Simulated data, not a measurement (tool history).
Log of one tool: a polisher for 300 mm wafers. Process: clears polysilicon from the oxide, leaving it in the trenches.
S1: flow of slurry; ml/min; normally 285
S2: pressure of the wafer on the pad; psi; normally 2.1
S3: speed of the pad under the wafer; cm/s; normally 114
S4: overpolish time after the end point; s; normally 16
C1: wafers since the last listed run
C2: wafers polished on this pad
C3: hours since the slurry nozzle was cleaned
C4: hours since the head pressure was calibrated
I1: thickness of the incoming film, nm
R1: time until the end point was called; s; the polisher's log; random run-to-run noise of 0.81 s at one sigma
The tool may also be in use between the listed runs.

run 1 day=0.000 | S1=310 S2=2.1 S3=114 S4=16 | C1=0 C2=230 C3=257.6 C4=183.2 | I1=681.5 | R1=55.4
run 2 day=0.375 | S1=310 S2=2.1 S3=114 S4=16 | C1=82 C2=312 C3=266.6 C4=192.2 | I1=680.1 | R1=55.7
run 3 day=0.867 | S1=285 S2=2.1 S3=114 S4=19 | C1=108 C2=421 C3=278.4 C4=204.0 | I1=686.1 | R1=58.3
run 4 day=1.233 | S1=285 S2=2.1 S3=114 S4=19 | C1=80 C2=502 C3=287.2 C4=212.8 | I1=699.2 | R1=62.2
-- day=1.675 worn pad replaced by a new one
run 5 day=1.883 | S1=285 S2=2.1 S3=114 S4=16 | C1=106 C2=46 C3=302.8 C4=228.4 | I1=691.8 | R1=54.6
run 6 day=2.300 | S1=285 S2=2.1 S3=114 S4=16 | C1=92 C2=138 C3=312.8 C4=238.4 | I1=689.7 | R1=55.9
run 7 day=2.608 | S1=285 S2=2.1 S3=114 S4=16 | C1=68 C2=206 C3=320.2 C4=245.8 | I1=693.0 | R1=56.7
run 8 day=2.896 | S1=285 S2=2.1 S3=114 S4=16 | C1=63 C2=269 C3=327.1 C4=252.7 | I1=692.6 | R1=55.9
run 9 day=3.488 | S1=285 S2=2.1 S3=114 S4=16 | C1=130 C2=400 C3=341.3 C4=266.9 | I1=684.2 | R1=57.8
run 10 day=3.825 | S1=285 S2=2.1 S3=114 S4=16 | C1=74 C2=474 C3=349.4 C4=275.0 | I1=691.3 | R1=60.4
-- day=4.675 worn pad replaced by a new one
run 11 day=4.696 | S1=320 S2=2.1 S3=114 S4=16 | C1=155 C2=4 C3=370.3 C4=295.9 | I1=695.1 | R1=53.4
run 12 day=5.025 | S1=320 S2=2.1 S3=114 S4=16 | C1=72 C2=77 C3=378.2 C4=303.8 | I1=683.2 | R1=50.9
run 13 day=5.496 | S1=285 S2=2.7 S3=114 S4=16 | C1=103 C2=181 C3=389.5 C4=315.1 | I1=685.1 | R1=42.3
run 14 day=6.096 | S1=285 S2=2.1 S3=114 S4=19 | C1=132 C2=313 C3=403.9 C4=329.5 | I1=683.0 | R1=54.9
run 15 day=6.746 | S1=285 S2=2.1 S3=114 S4=16 | C1=143 C2=457 C3=419.5 C4=345.1 | I1=691.7 | R1=58.3
-- day=7.538 worn pad replaced by a new one
run 16 day=7.558 | S1=285 S2=2.1 S3=114 S4=24 | C1=142 C2=4 C3=439.0 C4=364.6 | I1=687.6 | R1=54.7
run 17 day=7.938 | S1=285 S2=2.1 S3=114 S4=10 | C1=83 C2=88 C3=448.1 C4=373.7 | I1=686.5 | R1=52.8
run 18 day=8.346 | S1=285 S2=2.1 S3=102 S4=21 | C1=90 C2=178 C3=457.9 C4=383.5 | I1=690.9 | R1=59.4
-- day=8.617 head pressure recalibrated
-- day=8.812 slurry nozzle cleaned
run 19 day=8.879 | S1=285 S2=2.1 S3=114 S4=16 | C1=90 C2=268 C3=1.6 C4=6.3 | I1=689.1 | R1=58.8
run 20 day=9.338 | S1=230 S2=2.6 S3=114 S4=8 | C1=101 C2=369 C3=12.6 C4=17.3 | I1=678.1 | R1=47.7
run 21 day=9.621 | S1=285 S2=2.1 S3=76 S4=16 | C1=62 C2=432 C3=19.4 C4=24.1 | I1=682.5 | R1=91.4
run 22 day=10.050 | S1=285 S2=2.1 S3=148 S4=16 | C1=94 C2=527 C3=29.7 C4=34.4 | I1=690.7 | R1=48.1
-- day=10.446 worn pad replaced by a new one
run 23 day=10.467 | S1=285 S2=2.1 S3=96 S4=16 | C1=55 C2=4 C3=39.7 C4=44.4 | I1=694.2 | R1=68.5
run 24 day=10.946 | S1=350 S2=2.4 S3=114 S4=16 | C1=105 C2=110 C3=51.2 C4=55.9 | I1=687.7 | R1=48.8
run 25 day=11.317 | S1=285 S2=2.1 S3=78 S4=22 | C1=81 C2=192 C3=60.1 C4=64.8 | I1=702.2 | R1=85.4
run 26 day=11.825 | S1=245 S2=2.1 S3=142 S4=16 | C1=112 C2=304 C3=72.3 C4=77.0 | I1=690.3 | R1=47.7

Hidden state or all else? Some run-to-run changes of R1, split into what the settings, what came in and random variation would give without the hidden state, and what is left for the hidden state (with any gauge scatter that isn't in both results):
What the log doesn't record here: removal rate lost through wear of the pad, %; slurry flow missing at the pad, %; deviation of the head's pressure from its setpoint, %.
Run 10 -> 11: S1 285 -> 320, worn pad replaced by a new one. R1 -7.0 s: hidden state -6.3, all else -0.7.
Run 18 -> 19: S3 102 -> 114, S4 21 -> 16, head pressure recalibrated, slurry nozzle cleaned. R1 -0.6 s: hidden state +5.6, all else -6.2.
Run 20 -> 21: S1 230 -> 285, S2 2.6 -> 2.1, S3 114 -> 76, S4 8 -> 16. R1 +43.7 s: hidden state +3.8, all else +39.9.
Run 21 -> 22: S3 76 -> 148. R1 -43.3 s: hidden state -1.6, all else -41.7.

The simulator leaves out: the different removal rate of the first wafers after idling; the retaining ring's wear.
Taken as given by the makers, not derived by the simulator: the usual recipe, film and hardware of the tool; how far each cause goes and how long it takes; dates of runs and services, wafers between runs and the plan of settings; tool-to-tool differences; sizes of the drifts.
